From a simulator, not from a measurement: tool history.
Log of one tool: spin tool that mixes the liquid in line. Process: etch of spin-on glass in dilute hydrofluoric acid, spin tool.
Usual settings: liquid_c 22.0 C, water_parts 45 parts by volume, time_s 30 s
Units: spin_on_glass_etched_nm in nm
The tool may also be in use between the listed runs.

| run | hour | liquid_c | water_parts | time_s | wafers since the last listed run | hours since the thermometer was replaced | hours since the hydrofluoric acid flow meter was replaced | hours since the gauge calibration | read-back film thickness of the spin-on glass reference wafer, read on the same gauge (nm) | spin_on_glass_etched_nm |
|---|---|---|---|---|---|---|---|---|---|---|
| 1 | 0.0 | 22.0 | 45 | 30 | 0 | 1496.3 | 485.6 | 49.9 | 40.02 | 30.85 |
| 2 | 35.1 | 22.0 | 45 | 30 | 451 | 1531.4 | 520.7 | 85.0 | 40.02 | 30.83 |
| 3 | 61.0 | 22.0 | 45 | 30 | 333 | 1557.3 | 546.6 | 110.9 | 39.97 | 30.69 |
| 4 | 96.1 | 22.0 | 45 | 30 | 451 | 1592.4 | 581.7 | 146.0 | 39.98 | 31.03 |
| 5 | 127.4 | 22.0 | 45 | 15 | 402 | 1623.7 | 613.0 | 177.3 | 40.00 | 15.32 |
| 6 | 156.5 | 22.0 | 45 | 15 | 374 | 1652.8 | 642.1 | 206.4 | 39.97 | 15.18 |
| 7 | 176.9 | 22.0 | 45 | 30 | 262 | 1673.2 | 662.5 | 226.8 | 39.98 | 30.52 |
| 8 | 201.7 | 22.0 | 45 | 30 | 318 | 1698.0 | 687.3 | 251.6 | 39.98 | 30.25 |
| 9 | 231.1 | 22.0 | 45 | 30 | 378 | 1727.4 | 716.7 | 281.0 | 40.02 | 30.20 |
|  | 253.5 | hydrofluoric acid flow meter replaced |
| 10 | 257.0 | 22.0 | 40 | 30 | 320 | 1753.3 | 3.5 | 306.9 | 40.00 | 36.90 |
| 11 | 271.2 | 22.0 | 40 | 30 | 182 | 1767.5 | 17.7 | 321.1 | 40.02 | 37.07 |
| 12 | 297.8 | 22.0 | 40 | 30 | 342 | 1794.1 | 44.3 | 347.7 | 39.95 | 36.30 |
|  | 330.0 | gauge calibrated |
| 13 | 330.2 | 22.0 | 45 | 30 | 416 | 1826.5 | 76.7 | 0.2 | 40.00 | 32.57 |
| 14 | 359.1 | 17.0 | 30 | 15 | 371 | 1855.4 | 105.6 | 29.1 | 40.02 | 20.06 |
| 15 | 384.4 | 22.0 | 45 | 30 | 325 | 1880.7 | 130.9 | 54.4 | 39.98 | 32.38 |
| 16 | 398.3 | 22.0 | 40 | 30 | 178 | 1894.6 | 144.8 | 68.3 | 39.99 | 36.71 |
| 17 | 421.8 | 22.0 | 45 | 30 | 302 | 1918.1 | 168.3 | 91.8 | 40.00 | 32.43 |
|  | 438.5 | thermometer replaced |
| 18 | 450.9 | 20.5 | 35 | 25 | 361 | 12.4 | 197.4 | 120.9 | 39.98 | 32.60 |
| 19 | 467.7 | 22.0 | 45 | 30 | 216 | 29.2 | 214.2 | 137.7 | 39.98 | 31.50 |
| 20 | 486.7 | 22.0 | 45 | 30 | 244 | 48.2 | 233.2 | 156.7 | 40.05 | 31.46 |
| 21 | 516.5 | 22.0 | 65 | 45 | 383 | 78.0 | 263.0 | 186.5 | 40.02 | 32.31 |
| 22 | 535.3 | 22.0 | 25 | 30 | 241 | 96.8 | 281.8 | 205.3 | 40.01 | 58.59 |
| 23 | 564.1 | 25.0 | 45 | 25 | 370 | 125.6 | 310.6 | 234.1 | 40.00 | 29.79 |
| 24 | 584.1 | 20.5 | 45 | 45 | 257 | 145.6 | 330.6 | 254.1 | 40.03 | 44.07 |
| 25 | 617.9 | 26.0 | 45 | 50 | 434 | 179.4 | 364.4 | 287.9 | 40.00 | 61.66 |
| 26 | 649.8 | 25.5 | 30 | 45 | 410 | 211.3 | 396.3 | 319.8 | 40.02 | 83.59 |

The tool's hidden state at each run:
liquid colder than its thermometer reads (K): 0 in every run
gauge reads high (%): 0 in every run
H1: hydrofluoric acid flow below the setpoint (%)
| run | H1 |
|---|---|
| 1 | 6.03 |
| 2 | 6.42 |
| 3 | 6.71 |
| 4 | 7.1 |
| 5 | 7.44 |
| 6 | 7.77 |
| 7 | 7.99 |
| 8 | 8.27 |
| 9 | 8.59 |
| 10 | 1.48 |
| 11 | 1.64 |
| 12 | 1.93 |
| 13 | 2.29 |
| 14 | 2.61 |
| 15 | 2.89 |
| 16 | 3.05 |
| 17 | 3.31 |
| 18 | 3.63 |
| 19 | 3.81 |
| 20 | 4.03 |
| 21 | 4.36 |
| 22 | 4.56 |
| 23 | 4.88 |
| 24 | 5.1 |
| 25 | 5.48 |
| 26 | 5.83 |
